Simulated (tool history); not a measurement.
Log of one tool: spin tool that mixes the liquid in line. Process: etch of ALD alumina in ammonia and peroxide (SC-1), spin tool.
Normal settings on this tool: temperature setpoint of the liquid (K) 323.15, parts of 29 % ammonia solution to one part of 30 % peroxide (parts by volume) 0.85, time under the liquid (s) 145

run	hour	temperature setpoint of the liquid (K)	parts of 29 % ammonia solution to one part of 30 % peroxide (parts by volume)	time under the liquid (s)	wafers since the last listed run	hours since the thermometer was replaced	hours since the ammonia flow meter was replaced	hours since the heated supply line was repaired	hours since the drum of ammonia solution was connected	hours since the gauge calibration	read-back film thickness of the ALD alumina reference wafer, read on the same gauge (nm)	thickness taken off the ALD alumina on a monitor wafer (nm)
1	0	328.15	0.85	145	0	2567.7	942.9	2917.1	423.9	777.5	129.99	13.15
2	55.3	323.15	0.85	145	401	2623	998.2	2972.4	479.2	832.8	130	10.09
3	134.4	323.15	0.85	145	573	2702.1	1077.3	3051.5	558.3	911.9	130.01	10.05
4	170.9	323.15	0.85	145	264	2738.6	1113.8	3088	594.8	948.4	129.99	10.06
5	208.2	323.15	0.85	145	270	2775.9	1151.1	3125.3	632.1	985.7	130	10.11
# hour 225.4: new drum of ammonia solution connected
6	267.9	323.15	0.85	145	425	2835.6	1210.8	3185	42.5	1045.4	129.98	10.04
7	350.6	323.15	0.85	145	600	2918.3	1293.5	3267.7	125.2	1128.1	130	10.18
8	392.5	323.15	0.85	145	304	2960.2	1335.4	3309.6	167.1	1170	129.99	10.13
9	428.6	323.15	0.85	145	261	2996.3	1371.5	3345.7	203.2	1206.1	129.99	10.04
10	502.3	323.15	0.85	145	534	3070	1445.2	3419.4	276.9	1279.8	129.98	10.11
11	597	332.15	0.6	105	687	3164.7	1539.9	3514.1	371.6	1374.5	130	11.53
12	668.9	320.65	1	120	521	3236.6	1611.8	3586	443.5	1446.4	129.99	7.51
# hour 752: new drum of ammonia solution connected
13	767	329.65	0.85	115	704	3334.7	1709.9	3684.1	15	1544.5	129.99	11.51
# hour 775.2: thermometer replaced
# hour 780.5: heated supply line repaired
14	865.4	323.15	0.85	145	699	90.2	1808.3	84.9	113.4	1642.9	129.99	11.09
15	919.1	323.15	0.85	225	389	143.9	1862	138.6	167.1	1696.6	130.02	17.24
# hour 1013.8: gauge calibrated
16	1016.5	329.65	0.85	80	706	241.3	1959.4	236	264.5	2.7	129.97	8.57
17	1097.4	331.65	0.5	185	586	322.2	2040.3	316.9	345.4	83.6	129.99	21.04
# hour 1115.7: ammonia flow meter replaced
18	1200.6	319.65	0.85	145	741	425.4	84.9	420.1	448.6	186.8	129.98	9.28
# hour 1205.8: thermometer replaced, repeated, since the last time left the tool worse
19	1254	332.15	0.55	145	380	48.2	138.3	473.5	502	240.2	130	14.68
# hour 1297.9: new drum of ammonia solution connected
20	1301.2	318.65	0.85	80	335	95.4	185.5	520.7	3.3	287.4	129.97	4.04
21	1405.9	323.15	1.1	175	759	200.1	290.2	625.4	108	392.1	130	11.71
22	1512.5	323.15	0.85	220	773	306.7	396.8	732	214.6	498.7	129.99	14.42
23	1568.7	323.15	0.85	145	407	362.9	453	788.2	270.8	554.9	129.99	9.48
24	1821.1	313.65	0.85	65	1831	615.3	705.4	1040.6	523.2	807.3	130	2.5
# hour 1832.9: new drum of ammonia solution connected
25	1893.2	323.15	0.85	220	515	687.4	777.5	1112.7	60.3	879.4	129.98	14.68

Hidden condition of the tool, last listed run before each entry between runs versus first listed run after:
Run 5 -> run 6: new drum of ammonia solution connected (hour 225.4)
  liquid hotter than its thermometer reads (K): 1.43 -> 1.46
  difference, measured minus the result without the unlogged condition, thickness taken off the ALD alumina on a monitor wafer (nm): +0.76 -> +0.77
Run 12 -> run 13: new drum of ammonia solution connected (hour 752)
  liquid hotter than its thermometer reads (K): 1.65 -> 1.7
  difference, measured minus the result without the unlogged condition, thickness taken off the ALD alumina on a monitor wafer (nm): +0.66 -> +0.98
Run 13 -> run 14: thermometer replaced (hour 775.2); heated supply line repaired (hour 780.5)
  liquid hotter than its thermometer reads (K): 1.7 -> 3.09
  difference, measured minus the result without the unlogged condition, thickness taken off the ALD alumina on a monitor wafer (nm): +0.98 -> +1.71
Run 15 -> run 16: gauge calibrated (hour 1013.8)
  liquid hotter than its thermometer reads (K): 3.12 -> 3.16
  difference, measured minus the result without the unlogged condition, thickness taken off the ALD alumina on a monitor wafer (nm): +2.69 -> +1.3
Run 17 -> run 18: ammonia flow meter replaced (hour 1115.7)
  liquid hotter than its thermometer reads (K): 3.2 -> 3.25
  difference, measured minus the result without the unlogged condition, thickness taken off the ALD alumina on a monitor wafer (nm): +3.18 -> +1.53
Run 18 -> run 19: thermometer replaced, repeated, since the last time left the tool worse (hour 1205.8)
  liquid hotter than its thermometer reads (K): 3.25 -> 0.197
  difference, measured minus the result without the unlogged condition, thickness taken off the ALD alumina on a monitor wafer (nm): +1.53 -> +0.15
Run 19 -> run 20: new drum of ammonia solution connected (hour 1297.9)
  liquid hotter than its thermometer reads (K): 0.197 -> 0.22
  difference, measured minus the result without the unlogged condition, thickness taken off the ALD alumina on a monitor wafer (nm): +0.15 -> +0.05
Run 24 -> run 25: new drum of ammonia solution connected (hour 1832.9)
  liquid hotter than its thermometer reads (K): 0.47 -> 0.504
  difference, measured minus the result without the unlogged condition, thickness taken off the ALD alumina on a monitor wafer (nm): +0.07 -> +0.4
